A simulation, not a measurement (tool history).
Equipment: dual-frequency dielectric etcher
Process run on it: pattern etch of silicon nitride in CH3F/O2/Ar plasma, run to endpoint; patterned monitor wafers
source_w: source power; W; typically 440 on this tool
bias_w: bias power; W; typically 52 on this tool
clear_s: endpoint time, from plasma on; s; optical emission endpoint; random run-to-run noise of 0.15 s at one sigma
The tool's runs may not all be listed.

run,hour,source_w,bias_w,wafers since the last listed run,hours since the last wet clean,hours since the last source power generator calibration,hours since the last bias power generator calibration,hours since the last upper electrode change,"incoming incoming film thickness, nm",clear_s
1,0,420,52,0,276,1445.4,3196.5,4521.4,23.56,41.5
2,57.7,420,52,611,333.7,1503.1,3254.2,4579.1,23.55,41.7
3,96.8,420,52,414,372.8,1542.2,3293.3,4618.2,23.94,42.4
4,133.5,530,52,389,409.5,1578.9,3330,4654.9,23.39,39.6
5,196.9,440,45,672,472.9,1642.3,3393.4,4718.3,23.83,44
6,263.2,440,45,702,539.2,1708.6,3459.7,4784.6,23.57,43.5
# hour 299.3: wet clean of the chamber
7,299.8,440,45,133,0.5,1745.2,3496.3,4821.2,23.76,42.8
8,344.5,440,52,473,45.2,1789.9,3541,4865.9,23.63,41.2
9,389.6,480,52,478,90.3,1835,3586.1,4911,23.51,40.2
10,418.6,440,57,307,119.3,1864,3615.1,4940,23.77,40.6
11,476.3,440,57,611,177,1921.7,3672.8,4997.7,23.96,40.6
12,504.5,380,46,298,205.2,1949.9,3701,5025.9,23.71,44.2
13,569.2,440,52,685,269.9,2014.6,3765.7,5090.6,23.52,41.4
14,611,510,59,443,311.7,2056.4,3807.5,5132.4,23.87,39.4
15,656.6,340,48,483,357.3,2102,3853.1,5178,23.7,45.2
16,691.1,330,60,365,391.8,2136.5,3887.6,5212.5,23.57,42.4
17,739.9,470,43,517,440.6,2185.3,3936.4,5261.3,23.83,44
18,781.8,440,52,444,482.5,2227.2,3978.3,5303.2,23.73,42.3
# hour 885.2: bias power generator calibrated
# hour 929.8: upper electrode replaced
19,956.4,490,43,1554,657.1,2401.8,71.2,26.6,23.86,44.6
20,987.8,440,52,332,688.5,2433.2,102.6,58,23.57,42.8
# hour 1016.4: wet clean of the chamber
21,1038.4,440,48,281,22,2483.8,153.2,108.6,23.57,41.6
# hour 1048.4: source power generator calibrated
22,1086.7,440,42,469,70.3,38.3,201.5,156.9,23.75,43.8
23,1112.7,440,63,275,96.3,64.3,227.5,182.9,23.91,39.5
24,1137.9,440,52,267,121.5,89.5,252.7,208.1,23.53,41
25,1205.3,440,52,714,188.9,156.9,320.1,275.5,23.73,41.4
26,1261.5,500,43,595,245.1,213.1,376.3,331.7,23.71,42.7
27,1322.1,440,52,642,305.7,273.7,436.9,392.3,23.66,41.8

4 options for the next run, each taken on its own from the tool as it stands now. Forecast them:
A,1322.5,470,52,4,306.1,274.1,437.3,392.7,23.61,?
B,1322.5,490,57,4,306.1,274.1,437.3,392.7,23.61,?
C,1322.5,370,63,4,306.1,274.1,437.3,392.7,23.61,?
D,1322.5,510,43,4,306.1,274.1,437.3,392.7,23.61,?

run,clear_s
A,41
B,39.6
C,40.5
D,42.6
The same runs, with their run-to-run variation unchanged, on a tool lacking any hidden condition would have given:
run,clear_s
A,40.1
B,38.7
C,39.6
D,41.6
